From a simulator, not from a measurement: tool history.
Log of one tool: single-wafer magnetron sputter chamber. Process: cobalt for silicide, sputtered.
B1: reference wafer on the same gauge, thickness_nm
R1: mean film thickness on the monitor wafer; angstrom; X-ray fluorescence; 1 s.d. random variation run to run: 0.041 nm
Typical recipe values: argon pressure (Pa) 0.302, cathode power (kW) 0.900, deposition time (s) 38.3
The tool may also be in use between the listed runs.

Run 1, hour 0.0: usual settings but deposition time (s) 33.3; B1 15.502. Result: R1 151.99 angstrom.
Run 2, hour 80.0: usual settings but deposition time (s) 33.3; B1 15.509. Result: R1 152.24 angstrom.
Run 3, hour 136.2: usual settings but argon pressure (Pa) 0.372; B1 15.513. Result: R1 167.85 angstrom.
Run 4, hour 175.5: usual settings but argon pressure (Pa) 0.372; B1 15.509. Result: R1 168.23 angstrom.
Run 5, hour 244.1: usual settings but cathode power (kW) 0.850; B1 15.480. Result: R1 167.39 angstrom.
Run 6, hour 310.8: usual settings but cathode power (kW) 0.850; B1 15.489. Result: R1 167.55 angstrom.
Run 7, hour 346.7: usual settings but deposition time (s) 34.0; B1 15.501. Result: R1 154.25 angstrom.
At hour 371.8: sputter target and shields replaced.
Run 8, hour 551.4: usual settings but deposition time (s) 34.0; B1 15.506. Result: R1 153.94 angstrom.
At hour 587.2: capacitance manometer re-zeroed and calibrated.
Run 9, hour 610.6: usual settings but deposition time (s) 42.4; B1 15.510. Result: R1 196.54 angstrom.
Run 10, hour 661.8: usual settings but deposition time (s) 42.4; B1 15.496. Result: R1 196.48 angstrom.
Run 11, hour 686.8: usual settings but deposition time (s) 42.4; B1 15.513. Result: R1 195.61 angstrom.
Run 12, hour 720.7: usual settings but cathode power (kW) 1.000; B1 15.506. Result: R1 192.66 angstrom.
Run 13, hour 781.9: usual settings but argon pressure (Pa) 0.207, cathode power (kW) 0.800; B1 15.482. Result: R1 171.53 angstrom.
Run 14, hour 810.0: usual settings but argon pressure (Pa) 0.418, cathode power (kW) 0.700, deposition time (s) 42.9; B1 15.515. Result: R1 155.50 angstrom.
At hour 862.0: magnet pack replaced.
Run 15, hour 862.5: usual settings but argon pressure (Pa) 0.256, cathode power (kW) 1.000, deposition time (s) 41.4; B1 15.513. Result: R1 212.31 angstrom.
Run 16, hour 893.2: usual settings; B1 15.497. Result: R1 176.71 angstrom.
Run 17, hour 930.2: usual settings but cathode power (kW) 1.100; B1 15.499. Result: R1 205.21 angstrom.
Run 18, hour 955.0: usual settings but argon pressure (Pa) 0.364, deposition time (s) 34.4; B1 15.511. Result: R1 153.21 angstrom.
At hour 965.2: gauge calibrated.
At hour 1015.4: sputter target and shields replaced.
Run 19, hour 1020.7: usual settings but argon pressure (Pa) 0.409, cathode power (kW) 1.050, deposition time (s) 42.5; B1 15.502. Result: R1 206.02 angstrom.
Run 20, hour 1091.2: usual settings but argon pressure (Pa) 0.207, cathode power (kW) 0.800; B1 15.511. Result: R1 169.59 angstrom.
Run 21, hour 1151.4: usual settings but cathode power (kW) 1.050, deposition time (s) 40.9; B1 15.505. Result: R1 210.95 angstrom.
Run 22, hour 1210.5: usual settings; B1 15.504. Result: R1 175.51 angstrom.
Run 23, hour 1238.7: usual settings but deposition time (s) 35.7; B1 15.488. Result: R1 162.92 angstrom.
Run 24, hour 1377.3: usual settings but cathode power (kW) 0.750, deposition time (s) 45.6; B1 15.506. Result: R1 182.08 angstrom.
Run 25, hour 1426.7: usual settings but deposition time (s) 41.4; B1 15.491. Result: R1 188.83 angstrom.
Run 26, hour 1453.8: usual settings but argon pressure (Pa) 0.372; B1 15.508. Result: R1 166.47 angstrom.
Run 27, hour 1523.6: usual settings but cathode power (kW) 0.950; B1 15.498. Result: R1 181.44 angstrom.

Run 28, settings as shown, results not yet in. Your forecast:
Run 28, hour 1569.6: usual settings but cathode power (kW) 0.950, deposition time (s) 34.7; B1 ?. Result: R1 ?.

{"run 28": {"B1": 15.491, "R1": 163.37}}
Were there no unlogged condition in the tool, this run, its random variation unchanged, would have produced R1 167.07 angstrom.

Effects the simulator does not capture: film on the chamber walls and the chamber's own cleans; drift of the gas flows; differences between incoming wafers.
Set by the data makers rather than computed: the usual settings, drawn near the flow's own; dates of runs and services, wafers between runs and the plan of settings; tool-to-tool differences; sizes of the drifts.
